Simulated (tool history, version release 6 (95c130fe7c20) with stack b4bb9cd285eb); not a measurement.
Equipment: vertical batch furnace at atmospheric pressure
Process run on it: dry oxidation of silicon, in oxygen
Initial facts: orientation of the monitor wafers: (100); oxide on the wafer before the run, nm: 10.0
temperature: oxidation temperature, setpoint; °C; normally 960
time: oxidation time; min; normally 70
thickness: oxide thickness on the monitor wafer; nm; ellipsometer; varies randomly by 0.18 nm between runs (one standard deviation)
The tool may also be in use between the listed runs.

run	day	temperature	time	read-back reference wafer on the same gauge, thickness	thickness
1	0	945	70	38.82	36.99
2	3.833	945	70	38.73	37
3	6.567	945	70	38.8	37.01
4	10.112	978	70	38.75	47.39
5	12.246	960	70	38.87	42.19
6	16.65	960	70	38.85	41.91
# day 20.05: gauge calibrated
7	20.129	942	70	38.83	36.42
# day 22.804: boat lift adjusted
8	23.558	950	38.5	38.79	27.99
# day 27.212: thermocouples replaced and temperature profile calibrated
9	27.65	984	60.5	38.91	46.87
10	31.038	969	58	38.87	40.25
11	33.112	950	70	38.86	39.89
# day 35.588: thermocouples replaced and temperature profile calibrated, repeated, since the last time left the tool worse
12	36.483	975	87.5	38.77	52.1

What will run 13 give?
13	39.625	960	50.5	?	?

read-back reference wafer on the same gauge, thickness: 38.85
thickness: 34.03 nm
With no hidden state in the tool, this same run would have given thickness 33.97 nm.
